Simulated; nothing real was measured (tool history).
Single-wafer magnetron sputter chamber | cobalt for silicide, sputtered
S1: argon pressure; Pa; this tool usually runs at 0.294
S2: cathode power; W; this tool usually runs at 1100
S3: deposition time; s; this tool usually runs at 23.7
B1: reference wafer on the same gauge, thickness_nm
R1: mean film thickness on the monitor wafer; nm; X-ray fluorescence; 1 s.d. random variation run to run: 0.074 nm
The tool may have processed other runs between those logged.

run,hour,S1,S2,S3,B1,R1
1,0.0,0.294,1100,23.7,12.786,13.339
2,10.3,0.294,1100,23.7,12.791,13.366
3,16.7,0.294,1100,23.7,12.810,13.346
4,27.5,0.294,1100,23.7,12.813,13.368
5,43.1,0.294,1100,23.7,12.798,13.305
6,70.0,0.294,1100,23.7,12.824,13.333
7,82.2,0.294,1100,23.7,12.798,13.338
8,90.6,0.294,1100,22.1,12.786,12.494
9,104.2,0.294,1100,20.7,12.790,11.630
10,121.4,0.294,1100,20.7,12.815,11.484
11,129.4,0.294,1100,20.7,12.788,11.456
12,144.2,0.294,1050,23.7,12.817,12.785
# hour 157.0: sputter target and shields replaced
# hour 158.8: capacitance manometer re-zeroed and calibrated
13,159.3,0.232,1100,23.7,12.780,14.008
14,168.7,0.232,1100,23.7,12.810,14.060
15,182.9,0.360,1100,23.7,12.806,13.246
# hour 203.7: magnet pack replaced, of another model than before
16,204.2,0.180,1000,23.7,12.803,12.687
# hour 208.4: gauge calibrated
17,215.6,0.343,900,21.0,12.795,9.639
18,228.6,0.294,1100,23.7,12.795,13.349
19,245.2,0.294,1100,23.7,12.841,13.462
20,253.2,0.294,1100,21.3,12.808,12.175
21,261.0,0.294,1200,23.7,12.807,14.855

What will run 22 give?
22,274.2,0.294,1100,20.7,?,?

{"run 22": {"B1": 12.791, "R1": 11.624}}
Had the tool carried no hidden state, the very same run would have given R1 11.892 nm.
